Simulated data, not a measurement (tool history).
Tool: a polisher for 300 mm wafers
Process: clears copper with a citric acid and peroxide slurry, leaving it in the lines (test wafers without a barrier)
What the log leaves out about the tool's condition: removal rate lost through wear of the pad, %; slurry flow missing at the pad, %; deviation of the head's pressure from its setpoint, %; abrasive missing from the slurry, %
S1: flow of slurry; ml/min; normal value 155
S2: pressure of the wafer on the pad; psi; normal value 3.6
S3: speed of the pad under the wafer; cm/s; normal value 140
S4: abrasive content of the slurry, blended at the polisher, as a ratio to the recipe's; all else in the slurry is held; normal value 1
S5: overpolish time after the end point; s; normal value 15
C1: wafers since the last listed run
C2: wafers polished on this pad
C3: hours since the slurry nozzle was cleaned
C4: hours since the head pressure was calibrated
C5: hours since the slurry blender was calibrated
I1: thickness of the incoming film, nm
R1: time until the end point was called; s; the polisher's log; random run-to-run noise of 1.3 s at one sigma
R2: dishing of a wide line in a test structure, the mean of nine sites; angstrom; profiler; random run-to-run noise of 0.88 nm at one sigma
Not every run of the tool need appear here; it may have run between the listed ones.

run	hour	S1	S2	S3	S4	S5	C1	C2	C3	C4	C5	I1	R1	R2
1	0	155	3.6	140	1	15	0	2360	241.2	630	137.2	340.6	87.1	355
# hour 12.1: head pressure recalibrated
# hour 23.7: slurry nozzle cleaned
2	29.2	155	3.6	140	1	15	280	2640	5.5	17.1	166.4	343.3	81.1	350
# hour 51.6: worn pad replaced by a new one
3	62.2	155	3.6	108	1.2	15	310	113	38.5	50.1	199.4	332.6	93.8	339
4	90.8	155	3.6	108	1.2	15	306	420	67.1	78.7	228	338.8	93.4	328
# hour 95.6: slurry blender recalibrated
5	105	155	3.6	140	1	13	130	550	81.3	92.9	9.4	341.6	85.9	320
6	124.5	155	3.6	140	1	13	208	759	100.8	112.4	28.9	342.2	86.3	324
7	225.4	115	3.6	114	1.2	15	1080	1840	201.7	213.3	129.8	339.1	107.9	301
8	250.4	155	3	178	1	22	267	2108	226.7	238.3	154.8	344.1	89.6	409
9	263.9	155	4.5	172	1.15	20	144	2253	240.2	251.8	168.3	335.3	58	481
# hour 283: worn pad replaced by a new one
10	283.5	155	3.6	140	1	15	167	5	259.8	271.4	187.9	345.3	89.7	354
# hour 306.8: slurry nozzle cleaned
11	307.3	155	3.6	140	1	15	244	249	0.5	295.2	211.7	343.6	77	350
12	338.6	155	3.6	140	1	15	335	584	31.8	326.5	243	346.5	81.8	360
# hour 364: slurry blender recalibrated
13	373.2	155	3.6	140	1	15	349	934	66.4	361.1	9.2	337.2	80.3	349
14	389.5	155	3.6	140	0.75	15	174	1108	82.7	377.4	25.5	343.2	87.2	339
15	402.1	155	3.6	140	1	15	134	1243	95.3	390	38.1	336.5	81.2	355
16	427.8	155	3.6	140	1	15	275	1519	121	415.7	63.8	337.2	82.2	350
17	463.5	155	3.6	140	1	15	382	1901	156.7	451.4	99.5	343.8	87.7	356
18	480.8	155	3.6	106	0.75	15	185	2086	174	468.7	116.8	338.3	107.3	296
19	511.9	155	3.6	140	0.9	9	333	2419	205.1	499.8	147.9	336.4	82.8	235
# hour 518: worn pad replaced by a new one
20	532.8	105	3.6	140	1	15	181	158	226	520.7	168.8	342.1	96.4	318
21	548.4	155	3.6	140	1	15	167	325	241.6	536.3	184.4	340.3	83.3	339
22	575.7	185	3.6	140	1.1	20	292	617	268.9	563.6	211.7	339.2	77.7	418
# hour 581.8: slurry nozzle cleaned
23	605.1	130	2.8	140	1.25	10	304	921	23.3	593	241.1	340.7	97.1	237
24	621	205	3.6	140	0.8	15	170	1092	39.2	608.9	257	344.7	80.9	371
# hour 635.4: slurry blender recalibrated
25	654.2	155	3.6	140	0.8	15	334	1426	72.4	642.1	18.8	338.6	83.9	352
26	684.7	155	4.4	140	1.2	15	326	1753	102.9	672.6	49.3	347.1	67.4	398
# hour 727.9: worn pad replaced by a new one
27	791.3	155	2.3	164	0.85	15	1099	679	209.5	779.2	155.9	338.7	127.1	288
# hour 820.4: head pressure recalibrated
28	822.9	155	3.6	140	1	15	317	996	241.1	2.5	187.5	341.2	87	359

Results for each run, recomputed without the tool's hidden state and with each run's random variation untouched:
run	R1	R2
1	78	379
2	79.9	353
3	89.9	348
4	87.6	341
5	79.8	335
6	79.3	342
7	92.1	334
8	79.3	433
9	51.2	503
10	79	382
11	76.8	350
12	79.7	366
13	76.4	359
14	82.2	351
15	76.1	369
16	76.2	366
17	80.4	375
18	98	315
19	75.1	252
20	83.2	349
21	75.2	360
22	71.2	436
23	94.7	242
24	79	377
25	79.5	364
26	62.9	412
27	115	309
28	78.4	382
